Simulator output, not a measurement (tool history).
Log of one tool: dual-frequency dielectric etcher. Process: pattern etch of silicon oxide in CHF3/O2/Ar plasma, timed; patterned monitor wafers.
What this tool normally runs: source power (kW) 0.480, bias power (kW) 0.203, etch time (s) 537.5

| run | day | source power (kW) | bias power (kW) | etch time (s) | wafers since the last listed run | hours since the last wet clean | hours since the last source power generator calibration | hours since the last bias power generator calibration | hours since the last upper electrode change | hours since the gauge calibration | read-back reference wafer on the same gauge, depth_nm | mean etch depth across the wafer (angstrom) |
|---|---|---|---|---|---|---|---|---|---|---|---|---|
| 1 | 0.000 | 0.480 | 0.203 | 537.5 | 0 | 198.0 | 3894.8 | 3605.2 | 1573.1 | 641.9 | 1138.4 | 11143 |
| 2 | 2.458 | 0.480 | 0.203 | 537.5 | 158 | 257.0 | 3953.8 | 3664.2 | 1632.1 | 700.9 | 1143.6 | 11070 |
| 3 | 4.017 | 0.480 | 0.203 | 537.5 | 100 | 294.4 | 3991.2 | 3701.6 | 1669.5 | 738.3 | 1142.3 | 11063 |
| 4 | 5.996 | 0.480 | 0.203 | 537.5 | 127 | 341.9 | 4038.7 | 3749.1 | 1717.0 | 785.8 | 1141.2 | 11218 |
| 5 | 7.833 | 0.570 | 0.203 | 477.0 | 118 | 386.0 | 4082.8 | 3793.2 | 1761.1 | 829.9 | 1138.7 | 10340 |
|  | 9.117 | source power generator calibrated |
| 6 | 9.508 | 0.570 | 0.203 | 477.0 | 97 | 426.2 | 9.4 | 3833.4 | 1801.3 | 870.1 | 1139.6 | 10367 |
|  | 10.158 | bias power generator calibrated |
|  | 10.842 | wet clean of the chamber |
| 7 | 11.408 | 0.570 | 0.203 | 477.0 | 67 | 13.6 | 55.0 | 30.0 | 1846.9 | 915.7 | 1141.9 | 10440 |
| 8 | 13.471 | 0.480 | 0.170 | 401.5 | 132 | 63.1 | 104.5 | 79.5 | 1896.4 | 965.2 | 1137.9 | 7659 |
| 9 | 15.167 | 0.450 | 0.179 | 439.0 | 109 | 103.8 | 145.2 | 120.2 | 1937.1 | 1005.9 | 1138.6 | 8372 |
| 10 | 18.133 | 0.380 | 0.233 | 688.5 | 191 | 175.0 | 216.4 | 191.4 | 2008.3 | 1077.1 | 1138.4 | 14172 |
| 11 | 20.792 | 0.430 | 0.157 | 537.5 | 171 | 238.8 | 280.2 | 255.2 | 2072.1 | 1140.9 | 1137.3 | 9477 |
|  | 22.508 | upper electrode replaced |
| 12 | 22.529 | 0.530 | 0.250 | 402.5 | 47 | 280.5 | 321.9 | 296.9 | 0.5 | 1182.6 | 1141.2 | 9474 |
|  | 23.233 | gauge calibrated |
| 13 | 23.971 | 0.480 | 0.203 | 537.5 | 92 | 315.1 | 356.5 | 331.5 | 35.1 | 17.7 | 1139.3 | 11125 |
| 14 | 25.121 | 0.590 | 0.247 | 583.5 | 74 | 342.7 | 384.1 | 359.1 | 62.7 | 45.3 | 1139.5 | 14157 |
| 15 | 27.308 | 0.480 | 0.203 | 648.0 | 141 | 395.2 | 436.6 | 411.6 | 115.2 | 97.8 | 1141.4 | 13395 |
| 16 | 28.650 | 0.360 | 0.183 | 423.0 | 86 | 427.4 | 468.8 | 443.8 | 147.4 | 130.0 | 1141.4 | 7649 |
|  | 31.379 | wet clean of the chamber |
| 17 | 31.400 | 0.480 | 0.203 | 537.5 | 112 | 0.5 | 534.8 | 509.8 | 213.4 | 196.0 | 1139.2 | 11242 |
| 18 | 32.121 | 0.390 | 0.222 | 447.5 | 46 | 17.8 | 552.1 | 527.1 | 230.7 | 213.3 | 1138.7 | 9041 |
| 19 | 33.529 | 0.480 | 0.163 | 641.5 | 90 | 51.6 | 585.9 | 560.9 | 264.5 | 247.1 | 1141.4 | 12139 |

What will run 20 give?
| 20 | 34.588 | 0.550 | 0.203 | 690.5 | 68 | 77.0 | 611.3 | 586.3 | 289.9 | 272.5 | ? | ? |

Run 20 came out at read-back reference wafer on the same gauge, depth_nm 1139.4, mean etch depth across the wafer (angstrom) 14951.
On a tool with no hidden condition, and with the same random variation, this run would have come out at mean etch depth across the wafer (angstrom) 14951.
